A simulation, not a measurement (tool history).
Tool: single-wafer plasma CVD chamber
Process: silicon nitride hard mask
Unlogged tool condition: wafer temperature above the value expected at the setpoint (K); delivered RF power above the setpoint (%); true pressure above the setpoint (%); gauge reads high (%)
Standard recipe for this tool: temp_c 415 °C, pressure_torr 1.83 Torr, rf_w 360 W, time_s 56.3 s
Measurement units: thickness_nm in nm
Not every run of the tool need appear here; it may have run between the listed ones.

| run | hour | temp_c | pressure_torr | rf_w | time_s | wafers since the last listed run | hours since the last thermocouple change | hours since the last RF generator calibration | hours since the last manometer calibration | hours since the showerhead was replaced | hours since the gauge calibration | read-back reference wafer on the same gauge, thickness_nm | thickness_nm |
|---|---|---|---|---|---|---|---|---|---|---|---|---|---|
| 1 | 0.0 | 415 | 1.83 | 360 | 56.3 | 0 | 1644.1 | 1318.1 | 2238.9 | 5048.0 | 95.7 | 77.754 | 74.636 |
| 2 | 71.1 | 415 | 1.83 | 360 | 56.3 | 861 | 1715.2 | 1389.2 | 2310.0 | 5119.1 | 166.8 | 77.836 | 74.641 |
| 3 | 92.4 | 415 | 1.83 | 360 | 56.3 | 258 | 1736.5 | 1410.5 | 2331.3 | 5140.4 | 188.1 | 77.758 | 74.680 |
| 4 | 126.2 | 415 | 1.83 | 360 | 56.3 | 409 | 1770.3 | 1444.3 | 2365.1 | 5174.2 | 221.9 | 77.807 | 74.261 |
| 5 | 155.0 | 415 | 1.83 | 360 | 47.6 | 348 | 1799.1 | 1473.1 | 2393.9 | 5203.0 | 250.7 | 77.740 | 62.914 |
| 6 | 187.5 | 415 | 1.83 | 360 | 47.6 | 393 | 1831.6 | 1505.6 | 2426.4 | 5235.5 | 283.2 | 77.782 | 62.814 |
| 7 | 210.5 | 415 | 1.83 | 360 | 56.3 | 278 | 1854.6 | 1528.6 | 2449.4 | 5258.5 | 306.2 | 77.813 | 74.242 |
| 8 | 223.0 | 415 | 1.83 | 360 | 56.3 | 151 | 1867.1 | 1541.1 | 2461.9 | 5271.0 | 318.7 | 77.806 | 74.345 |
| 9 | 243.8 | 415 | 1.83 | 360 | 52.2 | 252 | 1887.9 | 1561.9 | 2482.7 | 5291.8 | 339.5 | 77.757 | 68.892 |
|  | 274.1 | gauge calibrated |
|  | 302.4 | capacitance manometer re-zeroed and calibrated |
| 10 | 331.3 | 415 | 1.83 | 360 | 52.2 | 963 | 1975.4 | 1649.4 | 28.9 | 5379.3 | 57.2 | 77.780 | 69.858 |
| 11 | 352.5 | 415 | 1.83 | 360 | 52.2 | 256 | 1996.6 | 1670.6 | 50.1 | 5400.5 | 78.4 | 77.871 | 69.654 |
|  | 411.8 | thermocouple changed; heater temperature recalibrated |
| 12 | 412.4 | 429 | 1.83 | 360 | 62.3 | 628 | 0.6 | 1730.5 | 110.0 | 5460.4 | 138.3 | 77.876 | 82.646 |
|  | 438.2 | showerhead replaced |
|  | 439.6 | RF generator calibrated |
| 13 | 440.1 | 407 | 2.17 | 360 | 65.2 | 221 | 28.3 | 0.5 | 137.7 | 1.9 | 166.0 | 77.792 | 94.157 |
| 14 | 448.4 | 415 | 1.68 | 360 | 56.3 | 100 | 36.6 | 8.8 | 146.0 | 10.2 | 174.3 | 77.813 | 75.980 |
| 15 | 465.2 | 424 | 1.51 | 420 | 61.6 | 203 | 53.4 | 25.6 | 162.8 | 27.0 | 191.1 | 77.744 | 88.314 |
| 16 | 477.7 | 426 | 1.40 | 290 | 63.6 | 151 | 65.9 | 38.1 | 175.3 | 39.5 | 203.6 | 77.798 | 70.891 |
| 17 | 496.0 | 415 | 1.68 | 360 | 56.3 | 221 | 84.2 | 56.4 | 193.6 | 57.8 | 221.9 | 77.821 | 76.047 |
| 18 | 511.2 | 421 | 1.83 | 360 | 65.2 | 184 | 99.4 | 71.6 | 208.8 | 73.0 | 237.1 | 77.829 | 89.704 |
| 19 | 537.3 | 415 | 1.83 | 320 | 56.3 | 316 | 125.5 | 97.7 | 234.9 | 99.1 | 263.2 | 77.793 | 72.088 |
| 20 | 550.6 | 415 | 1.40 | 300 | 52.8 | 161 | 138.8 | 111.0 | 248.2 | 112.4 | 276.5 | 77.782 | 60.332 |
| 21 | 565.4 | 415 | 2.04 | 305 | 56.3 | 179 | 153.6 | 125.8 | 263.0 | 127.2 | 291.3 | 77.827 | 71.739 |
|  | 581.7 | gauge calibrated |
| 22 | 600.3 | 415 | 1.83 | 360 | 56.3 | 422 | 188.5 | 160.7 | 297.9 | 162.1 | 18.6 | 77.840 | 77.572 |

Entry by entry between the runs, the difference in hidden state between the last listed run before and the first listed run after:
From run 9 to run 10: gauge calibrated (hour 274.1); capacitance manometer re-zeroed and calibrated (hour 302.4)
  delivered RF power above the setpoint (%): -4.96 -> -5.23; true pressure above the setpoint (%): -6.56 -> 0.518
  what was measured, less what the result would be without the hidden state, thickness_nm: -3.439 -> -2.244 nm
From run 11 to run 12: thermocouple changed; heater temperature recalibrated (hour 411.8)
  delivered RF power above the setpoint (%): -5.29 -> -5.47; true pressure above the setpoint (%): 0.517 -> 0.505
  what was measured, less what the result would be without the hidden state, thickness_nm: -2.267 -> -2.791 nm
From run 12 to run 13: showerhead replaced (hour 438.2); RF generator calibrated (hour 439.6)
  delivered RF power above the setpoint (%): -5.47 -> -0.347; true pressure above the setpoint (%): 0.505 -> 0.497
  what was measured, less what the result would be without the hidden state, thickness_nm: -2.791 -> -0.090 nm
From run 21 to run 22: gauge calibrated (hour 581.7)
  delivered RF power above the setpoint (%): -0.722 -> -0.826; true pressure above the setpoint (%): 0.439 -> 0.417
  what was measured, less what the result would be without the hidden state, thickness_nm: -0.259 -> -0.312 nm

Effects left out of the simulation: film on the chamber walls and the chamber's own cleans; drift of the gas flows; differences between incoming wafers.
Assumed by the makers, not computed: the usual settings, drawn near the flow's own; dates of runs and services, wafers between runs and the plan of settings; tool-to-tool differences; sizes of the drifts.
